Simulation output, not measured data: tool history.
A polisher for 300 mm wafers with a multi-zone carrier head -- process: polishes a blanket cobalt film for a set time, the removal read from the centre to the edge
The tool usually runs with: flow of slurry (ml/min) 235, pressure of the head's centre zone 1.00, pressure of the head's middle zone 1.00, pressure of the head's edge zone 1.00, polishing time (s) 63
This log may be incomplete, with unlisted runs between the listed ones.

run,hour,flow of slurry (ml/min),pressure of the head's centre zone,pressure of the head's middle zone,pressure of the head's edge zone,polishing time (s),wafers since the last listed run,wafers polished on this pad,hours since the slurry nozzle was cleaned,hours since the centre zone pressure was calibrated,hours since the edge zone pressure was calibrated,hours since the carrier head's membrane was replaced,"incoming thickness of the incoming film, nm",film removed at the wafer's centre (angstrom),film removed at mid-radius (angstrom),film removed at the wafer's edge (angstrom)
1,0.0,235,1.00,1.00,1.00,76,0,1606,373.9,413.3,319.3,441.1,1173.5,3862,3783,3824
2,81.3,235,1.00,1.00,1.00,76,486,2093,455.2,494.6,400.6,522.4,1163.3,3800,3797,3852
# hour 105.6: centre zone pressure recalibrated
3,131.0,270,1.00,1.00,1.09,63,285,2379,504.9,25.4,450.3,572.1,1192.8,3216,3140,3281
4,179.2,235,1.00,1.00,1.00,56,288,2667,553.1,73.6,498.5,620.3,1185.5,2840,2701,2814
# hour 209.8: slurry nozzle cleaned
5,255.5,235,0.94,1.00,1.00,63,450,3118,45.7,149.9,574.8,696.6,1179.5,2954,3087,3160
# hour 294.5: worn pad replaced by a new one
6,321.3,235,1.00,1.00,1.00,63,370,160,111.5,215.7,640.6,762.4,1179.8,3162,3135,3254
# hour 366.6: edge zone pressure recalibrated
7,413.0,235,1.00,0.92,1.00,63,537,697,203.2,307.4,46.4,854.1,1166.3,3141,2881,3146
8,500.6,180,1.00,0.95,1.07,63,524,1222,290.8,395.0,134.0,941.7,1179.3,3090,2861,3100
# hour 533.5: carrier head's membrane replaced by a new one
9,601.8,235,1.00,1.00,1.00,63,576,1798,392.0,496.2,235.2,68.3,1173.9,3195,3091,3230
# hour 665.9: centre zone pressure recalibrated
10,674.7,235,1.00,1.00,1.00,63,424,2222,464.9,8.8,308.1,141.2,1174.4,3169,3126,3258
11,782.6,235,1.05,1.00,0.91,63,646,2869,572.8,116.7,416.0,249.1,1197.7,3285,3072,3089
# hour 825.7: worn pad replaced by a new one
12,838.9,235,1.00,1.00,1.00,63,313,79,629.1,173.0,472.3,305.4,1192.5,3160,3062,3159
# hour 863.2: slurry nozzle cleaned
13,905.9,235,1.00,1.08,1.00,63,395,474,42.7,240.0,539.3,372.4,1182.8,3164,3318,3208
14,956.9,285,1.07,1.05,0.94,63,305,779,93.7,291.0,590.3,423.4,1153.0,3472,3324,3182
15,1053.9,190,1.00,1.00,1.00,79,580,1360,190.7,388.0,687.3,520.4,1182.3,3870,3814,3883
# hour 1141.3: edge zone pressure recalibrated
16,1155.6,235,1.00,1.00,1.00,63,597,1957,292.4,489.7,14.3,622.1,1175.3,3156,3102,3176
17,1237.8,235,1.00,1.00,1.00,63,492,2449,374.6,571.9,96.5,704.3,1175.1,3129,3154,3147
# hour 1242.2: centre zone pressure recalibrated
18,1324.4,235,0.93,1.00,1.00,63,506,2956,461.2,82.2,183.1,790.9,1201.7,2930,3112,3227
19,1397.6,235,1.00,1.00,0.93,63,438,3394,534.4,155.4,256.3,864.1,1198.1,3154,3085,3129
# hour 1447.2: worn pad replaced by a new one
# hour 1460.7: carrier head's membrane replaced by a new one
20,1461.2,235,1.10,1.00,1.00,63,326,54,598.0,219.0,319.9,0.5,1167.6,3493,3113,3205
# hour 1482.0: slurry nozzle cleaned
21,1509.2,200,1.00,0.93,0.95,42,281,335,27.2,267.0,367.9,48.5,1174.8,2045,1942,2066
22,1611.4,235,1.00,1.00,1.00,63,612,947,129.4,369.2,470.1,150.7,1183.4,3131,3162,3128

Hidden state, per run?
removal rate lost through wear of the pad, %: 0 across all the runs
slurry flow missing at the pad, %: 0 across all the runs
deviation of the centre zone's pressure from its setpoint, %: 0 across all the runs
deviation of the edge zone's pressure from its setpoint, %: 0 across all the runs
